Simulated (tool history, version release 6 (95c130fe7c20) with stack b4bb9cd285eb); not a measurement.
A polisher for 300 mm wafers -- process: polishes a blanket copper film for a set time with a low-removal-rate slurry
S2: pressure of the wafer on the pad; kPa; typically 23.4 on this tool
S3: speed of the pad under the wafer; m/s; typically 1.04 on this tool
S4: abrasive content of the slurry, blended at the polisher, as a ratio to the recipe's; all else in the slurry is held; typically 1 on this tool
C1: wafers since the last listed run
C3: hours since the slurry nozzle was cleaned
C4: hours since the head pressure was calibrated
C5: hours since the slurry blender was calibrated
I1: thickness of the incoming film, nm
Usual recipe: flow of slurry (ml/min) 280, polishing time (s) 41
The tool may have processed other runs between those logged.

Run 1, day 0: usual settings; C1 0; wafers polished on this pad 2776; C3 77.9; C4 69.8; C5 213; I1 1424.6. Result: film removed (Å) 1678.
Run 2, day 0.983: usual settings; C1 331; wafers polished on this pad 3108; C3 101.5; C4 93.4; C5 236.6; I1 1400.7. Result: film removed (Å) 1679.
Run 3, day 1.738: usual settings but S2 26.2 kPa; C1 254; wafers polished on this pad 3363; C3 119.6; C4 111.5; C5 254.7; I1 1440.9. Result: film removed (Å) 1867.
At day 3: slurry blender recalibrated.
Run 4, day 3.217: usual settings but S2 26.2 kPa; C1 471; wafers polished on this pad 3834; C3 155.1; C4 147; C5 5.2; I1 1411.7. Result: film removed (Å) 1821.
At day 4.075: worn pad replaced by a new one.
Run 5, day 4.275: usual settings; C1 300; wafers polished on this pad 67; C3 180.5; C4 172.4; C5 30.6; I1 1398.7. Result: film removed (Å) 1779.
Run 6, day 5.262: usual settings; C1 333; wafers polished on this pad 401; C3 204.2; C4 196.1; C5 54.3; I1 1402.7. Result: film removed (Å) 1764.
Run 7, day 5.812: usual settings but S4 1.25, polishing time (s) 45; C1 185; wafers polished on this pad 586; C3 217.4; C4 209.3; C5 67.5; I1 1425.2. Result: film removed (Å) 2031.
Run 8, day 6.808: usual settings; C1 336; wafers polished on this pad 922; C3 241.3; C4 233.2; C5 91.4; I1 1383.3. Result: film removed (Å) 1731.
Run 9, day 7.954: usual settings but S2 19.3 kPa; C1 386; wafers polished on this pad 1309; C3 268.8; C4 260.7; C5 118.9; I1 1414.3. Result: film removed (Å) 1415.
Run 10, day 8.958: usual settings but flow of slurry (ml/min) 225, S2 17.9 kPa, S3 0.86 m/s, polishing time (s) 48; C1 338; wafers polished on this pad 1648; C3 292.9; C4 284.8; C5 143; I1 1415.2. Result: film removed (Å) 1253.
Run 11, day 9.475: usual settings; C1 174; wafers polished on this pad 1822; C3 305.3; C4 297.2; C5 155.4; I1 1404.6. Result: film removed (Å) 1736.
Run 12, day 10.783: usual settings but flow of slurry (ml/min) 375, S3 0.68 m/s, S4 0.85, polishing time (s) 37; C1 441; wafers polished on this pad 2264; C3 336.7; C4 328.6; C5 186.8; I1 1406.1. Result: film removed (Å) 985.
Run 13, day 11.462: usual settings but flow of slurry (ml/min) 320, S4 0.9, polishing time (s) 29; C1 229; wafers polished on this pad 2493; C3 353; C4 344.9; C5 203.1; I1 1417.5. Result: film removed (Å) 1158.
At day 14.1: worn pad replaced by a new one.
Run 14, day 14.721: usual settings but S2 20 kPa; C1 1043; wafers polished on this pad 209; C3 431.2; C4 423.1; C5 281.3; I1 1387.3. Result: film removed (Å) 1431.
At day 14.929: slurry blender recalibrated.
At day 16.025: slurry nozzle cleaned.
Run 15, day 16.046: usual settings but S2 20.7 kPa, S3 1.18 m/s, S4 1.25, polishing time (s) 52; C1 405; wafers polished on this pad 614; C3 0.5; C4 454.9; C5 26.8; I1 1440.1. Result: film removed (Å) 2243.
Run 16, day 16.658: usual settings but S2 20 kPa; C1 206; wafers polished on this pad 821; C3 15.2; C4 469.6; C5 41.5; I1 1425.9. Result: film removed (Å) 1415.
At day 18.188: head pressure recalibrated.
Run 17, day 18.812: usual settings but flow of slurry (ml/min) 245; C1 698; wafers polished on this pad 1520; C3 66.9; C4 15; C5 93.2; I1 1399.6. Result: film removed (Å) 1726.
Run 18, day 19.667: usual settings but S2 17.9 kPa, S3 0.88 m/s, polishing time (s) 51; C1 288; wafers polished on this pad 1808; C3 87.4; C4 35.5; C5 113.7; I1 1416.6. Result: film removed (Å) 1404.
Run 19, day 20.233: usual settings but flow of slurry (ml/min) 230, S2 29 kPa, S3 0.74 m/s, polishing time (s) 55; C1 191; wafers polished on this pad 1999; C3 101; C4 49.1; C5 127.3; I1 1425.8. Result: film removed (Å) 2017.

Predict the results of run 20:
Run 20, day 21.3: usual settings; C1 360; wafers polished on this pad 2359; C3 126.6; C4 74.7; C5 152.9; I1 1438.1. Result: film removed (Å) ?.

film removed (Å): 1727
With the hidden condition absent and the run-to-run variation left alone, this run would have shown film removed (Å) 1777.

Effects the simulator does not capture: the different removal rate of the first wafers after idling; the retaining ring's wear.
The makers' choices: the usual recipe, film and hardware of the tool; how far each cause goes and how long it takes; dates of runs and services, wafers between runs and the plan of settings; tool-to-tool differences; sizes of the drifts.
